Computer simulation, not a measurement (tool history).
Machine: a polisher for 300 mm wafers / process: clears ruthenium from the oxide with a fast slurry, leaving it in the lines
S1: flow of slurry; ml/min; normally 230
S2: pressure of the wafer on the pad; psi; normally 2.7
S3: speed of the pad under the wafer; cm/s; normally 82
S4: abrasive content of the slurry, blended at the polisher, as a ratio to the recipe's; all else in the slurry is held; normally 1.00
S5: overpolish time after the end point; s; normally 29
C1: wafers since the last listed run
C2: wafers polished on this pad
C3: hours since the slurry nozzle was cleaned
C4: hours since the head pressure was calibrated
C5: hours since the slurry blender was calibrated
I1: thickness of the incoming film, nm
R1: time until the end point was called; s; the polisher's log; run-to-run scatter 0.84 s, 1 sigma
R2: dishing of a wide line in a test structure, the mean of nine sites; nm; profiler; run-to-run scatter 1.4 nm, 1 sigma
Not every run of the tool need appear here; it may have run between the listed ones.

run	hour	S1	S2	S3	S4	S5	C1	C2	C3	C4	C5	I1	R1	R2
1	0.0	230	3.2	82	1.25	29	0	4987	645.7	638.5	189.7	211.1	60.9	76.8
2	45.5	230	3.2	82	1.25	29	424	5412	691.2	684.0	235.2	205.6	59.0	74.5
# hour 79.7: slurry nozzle cleaned
3	105.0	230	2.7	70	1.00	29	545	5958	25.3	743.5	294.7	207.0	89.8	54.0
# hour 134.2: worn pad replaced by a new one
4	196.9	230	2.7	82	1.00	29	819	584	117.2	835.4	386.6	208.6	71.2	65.8
# hour 290.6: head pressure recalibrated
5	297.8	230	2.7	82	1.00	29	922	1507	218.1	7.2	487.5	206.8	73.8	60.5
6	400.4	230	2.7	82	1.00	29	956	2463	320.7	109.8	590.1	206.2	77.6	61.2
# hour 403.1: slurry blender recalibrated
7	465.0	230	3.3	82	1.00	29	583	3047	385.3	174.4	61.9	208.2	58.6	76.9
8	545.7	230	3.3	82	1.00	29	752	3800	466.0	255.1	142.6	209.9	61.9	71.9
9	646.8	230	2.7	82	0.85	29	942	4743	567.1	356.2	243.7	210.1	83.9	57.8
10	704.1	230	2.7	82	0.85	29	534	5277	624.4	413.5	301.0	209.7	85.3	57.4
# hour 777.5: worn pad replaced by a new one
11	801.8	230	2.7	82	1.00	29	873	226	722.1	511.2	398.7	208.8	71.7	66.6
# hour 844.5: slurry nozzle cleaned
12	900.7	230	2.7	62	1.00	29	913	1139	56.2	610.1	497.6	206.2	98.6	47.6
# hour 957.5: slurry blender recalibrated
13	968.5	230	2.7	82	1.00	29	613	1753	124.0	677.9	11.0	206.4	66.3	65.3
# hour 1131.6: head pressure recalibrated
14	1162.5	230	3.2	82	0.90	29	1790	3544	318.0	30.9	205.0	209.6	69.6	68.7
15	1246.1	230	2.7	82	1.00	29	779	4324	401.6	114.5	288.6	210.4	78.9	58.3
16	1287.0	230	3.3	98	1.20	29	381	4705	442.5	155.4	329.5	212.2	54.9	84.0
# hour 1320.2: worn pad replaced by a new one
17	1372.7	190	2.7	92	1.00	40	762	489	528.2	241.1	415.2	210.3	67.8	89.5
18	1463.2	175	2.7	82	0.75	29	844	1333	618.7	331.6	505.7	211.4	93.0	51.9
# hour 1489.2: slurry blender recalibrated
# hour 1526.1: slurry nozzle cleaned
19	1540.3	275	3.1	82	1.00	29	691	2024	14.2	408.7	51.1	207.4	60.0	78.8
20	1586.4	165	2.7	62	1.00	46	429	2454	60.3	454.8	97.2	211.7	97.1	75.1
21	1656.0	290	3.5	82	1.00	18	649	3103	129.9	524.4	166.8	207.5	59.7	53.2
22	1743.5	230	2.7	92	1.00	29	816	3919	217.4	611.9	254.3	209.1	71.6	67.3
# hour 1863.3: worn pad replaced by a new one
# hour 1909.4: head pressure recalibrated
23	2001.6	230	2.7	82	1.00	33	2351	1271	475.5	92.2	512.4	210.8	80.3	67.4
24	2049.1	230	3.6	72	1.00	29	443	1714	523.0	139.7	559.9	212.2	70.9	69.9
25	2124.2	230	2.7	82	1.00	20	700	2415	598.1	214.8	635.0	213.6	82.9	43.1
# hour 2148.9: slurry blender recalibrated
26	2222.0	230	2.7	82	0.85	29	893	3308	695.9	312.6	73.1	207.5	76.9	61.1

Predict the results of run 27:
# hour 2239.2: slurry nozzle cleaned
27	2317.6	305	2.7	82	1.00	20	882	4191	78.4	408.2	168.7	209.8	?	?

Run 27 produced R1 75.2 s, R2 45.8 nm.
On a tool with no hidden condition, and with the same random variation, this run would have come out at R1 59.9 s, R2 56.1 nm.
